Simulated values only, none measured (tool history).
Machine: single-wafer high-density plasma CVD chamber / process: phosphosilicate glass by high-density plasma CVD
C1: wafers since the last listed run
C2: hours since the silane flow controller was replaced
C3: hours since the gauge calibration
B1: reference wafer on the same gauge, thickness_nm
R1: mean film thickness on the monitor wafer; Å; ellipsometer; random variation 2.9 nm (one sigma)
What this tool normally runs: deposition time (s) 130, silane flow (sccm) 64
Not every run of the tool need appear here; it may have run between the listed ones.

Run 1, hour 0.0: usual settings but deposition time (s) 148, silane flow (sccm) 67; C1 0; C2 3774.7; C3 28.0; B1 738.326. Result: R1 9887.83 Å.
Run 2, hour 7.9: usual settings but deposition time (s) 148, silane flow (sccm) 67; C1 117; C2 3782.6; C3 35.9; B1 737.641. Result: R1 9830.23 Å.
Run 3, hour 21.4: usual settings but deposition time (s) 148, silane flow (sccm) 67; C1 201; C2 3796.1; C3 49.4; B1 739.643. Result: R1 9798.82 Å.
Run 4, hour 39.0: usual settings; C1 262; C2 3813.7; C3 67.0; B1 738.338. Result: R1 8273.86 Å.
Run 5, hour 56.4: usual settings; C1 259; C2 3831.1; C3 84.4; B1 737.825. Result: R1 8308.36 Å.
Run 6, hour 66.9: usual settings; C1 156; C2 3841.6; C3 94.9; B1 737.952. Result: R1 8238.51 Å.
Run 7, hour 74.9: usual settings; C1 119; C2 3849.6; C3 102.9; B1 739.187. Result: R1 8299.84 Å.
Run 8, hour 90.2: usual settings but deposition time (s) 138, silane flow (sccm) 67; C1 227; C2 3864.9; C3 118.2; B1 736.640. Result: R1 9187.00 Å.
Run 9, hour 103.1: usual settings but deposition time (s) 138, silane flow (sccm) 67; C1 192; C2 3877.8; C3 131.1; B1 737.437. Result: R1 9168.93 Å.
Run 10, hour 140.1: usual settings; C1 551; C2 3914.8; C3 168.1; B1 738.072. Result: R1 8238.55 Å.
Run 11, hour 148.2: usual settings; C1 120; C2 3922.9; C3 176.2; B1 737.604. Result: R1 8321.11 Å.
Run 12, hour 155.6: usual settings; C1 110; C2 3930.3; C3 183.6; B1 738.281. Result: R1 8281.12 Å.
At hour 158.3: gauge calibrated.
At hour 164.2: silane flow controller replaced.
Run 13, hour 170.5: usual settings; C1 102; C2 6.3; C3 12.2; B1 738.143. Result: R1 8288.51 Å.
Run 14, hour 187.8: usual settings; C1 257; C2 23.6; C3 29.5; B1 739.397. Result: R1 8303.06 Å.
Run 15, hour 205.4: usual settings but deposition time (s) 110, silane flow (sccm) 76; C1 262; C2 41.2; C3 47.1; B1 737.380. Result: R1 8315.82 Å.
Run 16, hour 214.5: usual settings but deposition time (s) 142, silane flow (sccm) 55; C1 135; C2 50.3; C3 56.2; B1 737.132. Result: R1 7809.84 Å.
Run 17, hour 225.4: usual settings but silane flow (sccm) 75; C1 162; C2 61.2; C3 67.1; B1 737.774. Result: R1 9636.26 Å.
Run 18, hour 234.5: usual settings but deposition time (s) 149, silane flow (sccm) 75; C1 135; C2 70.3; C3 76.2; B1 737.793. Result: R1 11091.77 Å.
Run 19, hour 244.2: usual settings; C1 144; C2 80.0; C3 85.9; B1 736.629. Result: R1 8289.77 Å.
Run 20, hour 256.9: usual settings but silane flow (sccm) 72; C1 189; C2 92.7; C3 98.6; B1 737.152. Result: R1 9289.32 Å.
Run 21, hour 272.8: usual settings but silane flow (sccm) 59; C1 236; C2 108.6; C3 114.5; B1 737.361. Result: R1 7667.72 Å.
Run 22, hour 288.9: usual settings; C1 239; C2 124.7; C3 130.6; B1 737.635. Result: R1 8280.16 Å.
Run 23, hour 302.4: usual settings but deposition time (s) 147, silane flow (sccm) 75; C1 201; C2 138.2; C3 144.1; B1 738.010. Result: R1 10941.53 Å.
Run 24, hour 317.0: usual settings but deposition time (s) 147, silane flow (sccm) 75; C1 217; C2 152.8; C3 158.7; B1 737.826. Result: R1 10926.45 Å.
Run 25, hour 332.9: usual settings but deposition time (s) 118, silane flow (sccm) 76; C1 236; C2 168.7; C3 174.6; B1 737.874. Result: R1 8899.58 Å.
At hour 334.2: gauge calibrated.
Run 26, hour 342.8: usual settings but deposition time (s) 143, silane flow (sccm) 55; C1 147; C2 178.6; C3 8.6; B1 738.804. Result: R1 7909.00 Å.

Hidden state at the last listed run before each entry between runs and at the first one after, where it differs:
Run 12 -> run 13: gauge calibrated (hour 158.3); silane flow controller replaced (hour 164.2)
  both runs share identical hidden conditions
Run 25 -> run 26: gauge calibrated (hour 334.2)
  both runs share identical hidden conditions

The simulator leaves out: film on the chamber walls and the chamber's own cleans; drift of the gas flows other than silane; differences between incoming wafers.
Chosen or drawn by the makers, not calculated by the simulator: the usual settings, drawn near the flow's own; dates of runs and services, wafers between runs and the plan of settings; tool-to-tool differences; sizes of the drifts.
